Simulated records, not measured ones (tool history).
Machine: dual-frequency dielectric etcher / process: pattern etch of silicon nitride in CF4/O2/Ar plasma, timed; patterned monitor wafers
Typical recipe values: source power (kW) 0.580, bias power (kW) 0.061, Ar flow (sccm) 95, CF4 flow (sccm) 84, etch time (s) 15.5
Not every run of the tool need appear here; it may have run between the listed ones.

| run | hour | source power (kW) | bias power (kW) | Ar flow (sccm) | CF4 flow (sccm) | etch time (s) | wafers since the last listed run | hours since the last wet clean | hours since the last source power generator calibration | hours since the last bias power generator calibration | hours since the last Ar flow controller change | hours since the last CF4 flow controller change | hours since the last upper electrode change | hours since the gauge calibration | read-back reference wafer on the same gauge, depth_nm | mean etch depth across the wafer (angstrom) |
|---|---|---|---|---|---|---|---|---|---|---|---|---|---|---|---|---|
| 1 | 0.0 | 0.580 | 0.065 | 117 | 101 | 11.5 | 0 | 26.5 | 695.1 | 297.1 | 5060.1 | 535.0 | 505.0 | 2102.0 | 33.20 | 281.3 |
| 2 | 36.2 | 0.630 | 0.061 | 95 | 84 | 15.5 | 561 | 62.7 | 731.3 | 333.3 | 5096.3 | 571.2 | 541.2 | 2138.2 | 33.17 | 399.2 |
| 3 | 107.6 | 0.580 | 0.061 | 86 | 84 | 15.5 | 1107 | 134.1 | 802.7 | 404.7 | 5167.7 | 642.6 | 612.6 | 2209.6 | 33.17 | 373.0 |
| 4 | 178.1 | 0.580 | 0.061 | 95 | 84 | 15.5 | 1093 | 204.6 | 873.2 | 475.2 | 5238.2 | 713.1 | 683.1 | 2280.1 | 33.21 | 368.3 |
| 5 | 231.9 | 0.520 | 0.061 | 95 | 84 | 15.5 | 834 | 258.4 | 927.0 | 529.0 | 5292.0 | 766.9 | 736.9 | 2333.9 | 33.20 | 328.1 |
| 6 | 268.1 | 0.580 | 0.061 | 95 | 84 | 15.5 | 561 | 294.6 | 963.2 | 565.2 | 5328.2 | 803.1 | 773.1 | 2370.1 | 33.20 | 369.1 |
| 7 | 320.9 | 0.580 | 0.055 | 116 | 70 | 19.5 | 818 | 347.4 | 1016.0 | 618.0 | 5381.0 | 855.9 | 825.9 | 2422.9 | 33.20 | 407.8 |
|  | 346.9 | gauge calibrated |
| 8 | 384.9 | 0.580 | 0.061 | 95 | 100 | 11.0 | 992 | 411.4 | 1080.0 | 682.0 | 5445.0 | 919.9 | 889.9 | 38.0 | 33.20 | 270.8 |
|  | 515.9 | Ar flow controller replaced |
| 9 | 542.2 | 0.580 | 0.061 | 95 | 84 | 15.5 | 2346 | 568.7 | 1237.3 | 839.3 | 26.3 | 1077.2 | 1047.2 | 195.3 | 33.19 | 371.0 |
|  | 623.5 | wet clean of the chamber |
| 10 | 624.0 | 0.690 | 0.073 | 95 | 90 | 15.5 | 896 | 0.5 | 1319.1 | 921.1 | 108.1 | 1159.0 | 1129.0 | 277.1 | 33.19 | 489.0 |
| 11 | 651.6 | 0.580 | 0.061 | 95 | 84 | 12.5 | 428 | 28.1 | 1346.7 | 948.7 | 135.7 | 1186.6 | 1156.6 | 304.7 | 33.19 | 296.0 |
| 12 | 716.3 | 0.700 | 0.056 | 104 | 84 | 18.5 | 1003 | 92.8 | 1411.4 | 1013.4 | 200.4 | 1251.3 | 1221.3 | 369.4 | 33.19 | 502.1 |
| 13 | 793.6 | 0.580 | 0.061 | 104 | 84 | 15.5 | 1198 | 170.1 | 1488.7 | 1090.7 | 277.7 | 1328.6 | 1298.6 | 446.7 | 33.18 | 362.9 |
| 14 | 889.7 | 0.490 | 0.061 | 82 | 77 | 20.0 | 1490 | 266.2 | 1584.8 | 1186.8 | 373.8 | 1424.7 | 1394.7 | 542.8 | 33.20 | 403.0 |
| 15 | 983.0 | 0.580 | 0.061 | 95 | 84 | 15.5 | 1447 | 359.5 | 1678.1 | 1280.1 | 467.1 | 1518.0 | 1488.0 | 636.1 | 33.20 | 371.4 |
| 16 | 1076.8 | 0.690 | 0.061 | 74 | 84 | 13.5 | 1454 | 453.3 | 1771.9 | 1373.9 | 560.9 | 1611.8 | 1581.8 | 729.9 | 33.20 | 406.3 |
| 17 | 1161.5 | 0.580 | 0.061 | 95 | 84 | 15.5 | 1313 | 538.0 | 1856.6 | 1458.6 | 645.6 | 1696.5 | 1666.5 | 814.6 | 33.19 | 372.0 |
|  | 1264.8 | wet clean of the chamber |
| 18 | 1265.3 | 0.580 | 0.061 | 95 | 84 | 15.5 | 1237 | 0.5 | 1960.4 | 1562.4 | 749.4 | 1800.3 | 1770.3 | 918.4 | 33.19 | 369.4 |
| 19 | 1306.9 | 0.580 | 0.061 | 81 | 91 | 15.5 | 645 | 42.1 | 2002.0 | 1604.0 | 791.0 | 1841.9 | 1811.9 | 960.0 | 33.19 | 386.2 |
| 20 | 1386.6 | 0.580 | 0.061 | 95 | 84 | 15.5 | 1236 | 121.8 | 2081.7 | 1683.7 | 870.7 | 1921.6 | 1891.6 | 1039.7 | 33.21 | 371.2 |

Hidden state at the last listed run before each entry between runs and at the first one after, where it differs:
Between runs 7 and 8: gauge calibrated (hour 346.9)
  etch rate over this chamber's usual, %: 0.787 -> 0.941; source power that arrives over what is set, %: 0.957 -> 0.981
  the result without the hidden state subtracted from the measured one, mean etch depth across the wafer (angstrom): +7.2 -> +5.2
Between runs 8 and 9: Ar flow controller replaced (hour 515.9)
  etch rate over this chamber's usual, %: 0.941 -> 1.32; source power that arrives over what is set, %: 0.981 -> 1.05
  the result without the hidden state subtracted from the measured one, mean etch depth across the wafer (angstrom): +5.2 -> +8.8
Between runs 9 and 10: wet clean of the chamber (hour 623.5)
  etch rate over this chamber's usual, %: 1.32 -> 0.0877; source power that arrives over what is set, %: 1.05 -> 1.09
  the result without the hidden state subtracted from the measured one, mean etch depth across the wafer (angstrom): +8.8 -> +5.9
Between runs 17 and 18: wet clean of the chamber (hour 1264.8)
  etch rate over this chamber's usual, %: 1.38 -> 0.163; source power that arrives over what is set, %: 1.4 -> 1.47
  the result without the hidden state subtracted from the measured one, mean etch depth across the wafer (angstrom): +10.3 -> +6.2
